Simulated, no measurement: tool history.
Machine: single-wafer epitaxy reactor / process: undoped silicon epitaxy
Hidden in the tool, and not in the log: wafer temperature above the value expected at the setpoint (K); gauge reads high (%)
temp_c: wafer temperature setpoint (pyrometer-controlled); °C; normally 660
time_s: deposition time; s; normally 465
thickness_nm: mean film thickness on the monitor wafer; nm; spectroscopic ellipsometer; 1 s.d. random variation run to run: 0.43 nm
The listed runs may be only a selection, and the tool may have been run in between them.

run   hour  temp_c  time_s  wafers since the last listed run  hours since the last pyrometer calibration  hours since the gauge calibration  read-back reference wafer on the same gauge, thickness_nm  thickness_nm
  1    0.0     660     465                                 0                                      2081.9                              306.9                                                     78.878       111.109
  2   23.2     660     465                               120                                      2105.1                              330.1                                                     78.786       111.706
  3   49.7     660     465                               137                                      2131.6                              356.6                                                     78.879       111.215
  4   74.1     660     465                               126                                      2156.0                              381.0                                                     79.006       110.685
  5   98.3     666     465                               125                                      2180.2                              405.2                                                     78.752       125.544
  6  133.0     664     485                               180                                      2214.9                              439.9                                                     78.972       126.729
  7  157.4     664     485                               126                                      2239.3                              464.3                                                     78.901       126.066
  8  191.6     660     465                               177                                      2273.5                              498.5                                                     78.976       112.743
     201.5  -- pyrometer calibrated
     213.1  -- gauge calibrated
  9  222.7     660     465                               120                                        21.2                                9.6                                                     78.892        98.779
 10  242.2     674     528                               101                                        40.7                               29.1                                                     78.894       148.358
 11  275.5     660     523                               173                                        74.0                               62.4                                                     78.804       111.675
 12  288.6     660     465                                68                                        87.1                               75.5                                                     79.028        98.347
 13  314.3     660     465                               133                                       112.8                              101.2                                                     79.043        99.296
 14  352.9     649     432                               200                                       151.4                              139.8                                                     78.942        73.506
 15  384.6     646     555                               164                                       183.1                              171.5                                                     78.772        87.811
 16  413.5     660     419                               150                                       212.0                              200.4                                                     78.915        90.208
 17  439.6     660     465                               135                                       238.1                              226.5                                                     78.943        99.240
 18  458.3     648     500                                97                                       256.8                              245.2                                                     79.022        83.631
 19  477.4     664     388                                99                                       275.9                              264.3                                                     78.852        90.990

Measured minus without-hidden-state, run by run (identical run-to-run variation in each term; gauge scatter may differ):
run  thickness_nm
  1       +14.926
  2       +15.138
  3       +15.221
  4       +15.284
  5       +17.291
  6       +17.740
  7       +17.801
  8       +16.234
  9        +2.543
 10        +3.875
 11        +3.215
 12        +2.906
 13        +3.080
 14        +2.498
 15        +3.166
 16        +3.310
 17        +3.789
 18        +3.363
 19        +3.641

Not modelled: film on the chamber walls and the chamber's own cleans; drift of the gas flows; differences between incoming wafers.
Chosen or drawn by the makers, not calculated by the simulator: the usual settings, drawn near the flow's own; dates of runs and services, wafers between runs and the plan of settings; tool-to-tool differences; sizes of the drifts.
